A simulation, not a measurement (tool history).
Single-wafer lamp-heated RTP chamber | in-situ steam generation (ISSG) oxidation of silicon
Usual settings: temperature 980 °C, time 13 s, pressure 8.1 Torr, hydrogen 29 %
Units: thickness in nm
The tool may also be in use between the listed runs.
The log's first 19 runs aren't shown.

run,hour,temperature,time,pressure,hydrogen,"read-back reference wafer on the same gauge, thickness",thickness
20,501.1,980,17,8.1,32,3.979,5.503
21,534.0,968,8,8.1,26,3.981,3.724
# hour 545.3: gauge calibrated
22,562.7,980,13,8.1,23,3.981,4.508
# hour 585.1: pyrometer window cleaned and pyrometer calibrated
23,585.6,980,8,7.2,32,3.981,4.064
24,616.4,993,13,8.1,29,3.979,4.948
25,636.4,980,13,7.2,20,3.977,4.302
26,655.1,980,16,8.1,29,3.980,5.139
27,674.7,980,13,8.1,29,3.980,4.735
28,707.0,964,16,8.1,29,3.981,4.899
29,724.7,962,13,8.1,22,3.982,4.180
30,746.4,993,14,6.9,23,3.980,4.771
31,770.1,980,10,9.0,29,3.980,4.236

4 ways to go on from here, each from the tool as it stands after run 31. What would each give?
A,770.5,980,13,8.1,29,?,?
B,770.5,964,13,8.1,29,?,?
C,770.5,962,14,8.1,29,?,?
D,770.5,962,13,8.1,29,?,?

run,"read-back reference wafer on the same gauge, thickness",thickness
A,3.982,4.781
B,3.982,4.560
C,3.982,4.663
D,3.982,4.534
Without the tool's hidden state the same runs would have given:
run,thickness
A,4.755
B,4.538
C,4.640
D,4.513
